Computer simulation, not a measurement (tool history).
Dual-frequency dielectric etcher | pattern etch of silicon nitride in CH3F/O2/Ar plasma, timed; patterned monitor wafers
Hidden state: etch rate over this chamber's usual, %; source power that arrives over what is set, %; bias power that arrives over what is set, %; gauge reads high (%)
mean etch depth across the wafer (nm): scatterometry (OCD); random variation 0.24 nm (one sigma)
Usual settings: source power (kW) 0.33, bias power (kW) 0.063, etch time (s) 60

run	hour	source power (kW)	bias power (kW)	etch time (s)	wafers since the last listed run	hours since the last wet clean	hours since the last source power generator calibration	hours since the last bias power generator calibration	hours since the last upper electrode change	hours since the gauge calibration	read-back reference wafer on the same gauge, depth_nm	mean etch depth across the wafer (nm)
1	0	0.33	0.07	60	0	0.5	1995.1	3490.4	4969.2	527.3	34.27	36.1
2	11.4	0.33	0.063	60	162	11.9	2006.5	3501.8	4980.6	538.7	34.3	34.87
3	35.7	0.33	0.063	60	346	36.2	2030.8	3526.1	5004.9	563	34.17	34.41
4	69.5	0.33	0.063	60	481	70	2064.6	3559.9	5038.7	596.8	34.26	34.52
5	91.3	0.33	0.063	60	310	91.8	2086.4	3581.7	5060.5	618.6	34.33	34.2
# hour 124.4: upper electrode replaced
6	124.9	0.33	0.053	60	136	125.4	2120	3615.3	0.5	652.2	34.34	32.59
7	146.1	0.33	0.063	60	302	146.6	2141.2	3636.5	21.7	673.4	34.28	34.5
8	158.4	0.33	0.063	55	175	158.9	2153.5	3648.8	34	685.7	34.33	31.57
# hour 159: gauge calibrated
9	172	0.33	0.063	48.5	193	172.5	2167.1	3662.4	47.6	13	34.27	28.04
# hour 208.8: source power generator calibrated
10	209.3	0.33	0.059	60	474	209.8	0.5	3699.7	84.9	50.3	34.27	33.59
# hour 232.4: bias power generator calibrated
# hour 253.1: wet clean of the chamber, repeated, since the last time left the tool worse
11	253.6	0.33	0.063	60	277	0.5	44.8	21.2	129.2	94.6	34.34	36.51
12	261.4	0.33	0.063	60	111	8.3	52.6	29	137	102.4	34.29	36.86
13	293.5	0.33	0.063	72	457	40.4	84.7	61.1	169.1	134.5	34.31	44.28
14	328.8	0.29	0.051	71.5	502	75.7	120	96.4	204.4	169.8	34.36	38.93
15	350.9	0.27	0.063	60	314	97.8	142.1	118.5	226.5	191.9	34.2	34.24
16	371.1	0.3	0.063	52	287	118	162.3	138.7	246.7	212.1	34.29	30.42
17	392.9	0.33	0.063	60	310	139.8	184.1	160.5	268.5	233.9	34.3	36.86
18	409.5	0.33	0.063	53	236	156.4	200.7	177.1	285.1	250.5	34.34	32.39
19	438.5	0.36	0.059	54	413	185.4	229.7	206.1	314.1	279.5	34.36	32.93
20	450.8	0.33	0.063	60	175	197.7	242	218.4	326.4	291.8	34.24	36.62
21	469.9	0.33	0.075	47	272	216.8	261.1	237.5	345.5	310.9	34.34	30.08
22	486.1	0.37	0.074	46	230	233	277.3	253.7	361.7	327.1	34.43	31.28
23	518	0.39	0.074	73.5	454	264.9	309.2	285.6	393.6	359	34.3	49.56
24	546.5	0.33	0.068	77.5	406	293.4	337.7	314.1	422.1	387.5	34.38	48
25	576.8	0.33	0.063	60	431	323.7	368	344.4	452.4	417.8	34.29	36.4
26	604.1	0.33	0.063	60	388	351	395.3	371.7	479.7	445.1	34.23	36.29
27	617.1	0.33	0.054	60	185	364	408.3	384.7	492.7	458.1	34.25	34.22
28	631.6	0.27	0.063	60	206	378.5	422.8	399.2	507.2	472.6	34.35	33.2
29	700.1	0.33	0.068	69	975	447	491.3	467.7	575.7	541.1	34.3	42.95

Forecast each of these 5 alternatives for the next run:
A	700.5	0.33	0.063	60	5	447.4	491.7	468.1	576.1	541.5	?	?
B	700.5	0.33	0.05	60	5	447.4	491.7	468.1	576.1	541.5	?	?
C	700.5	0.37	0.063	45	5	447.4	491.7	468.1	576.1	541.5	?	?
D	700.5	0.26	0.063	60	5	447.4	491.7	468.1	576.1	541.5	?	?
E	700.5	0.33	0.051	60	5	447.4	491.7	468.1	576.1	541.5	?	?

run	read-back reference wafer on the same gauge, depth_nm	mean etch depth across the wafer (nm)
A	34.27	35.76
B	34.27	33.14
C	34.27	28.05
D	34.27	32.58
E	34.27	33.35
Without the tool's hidden state the same runs would have given:
run	mean etch depth across the wafer (nm)
A	36.51
B	33.83
C	28.64
D	33.26
E	34.05
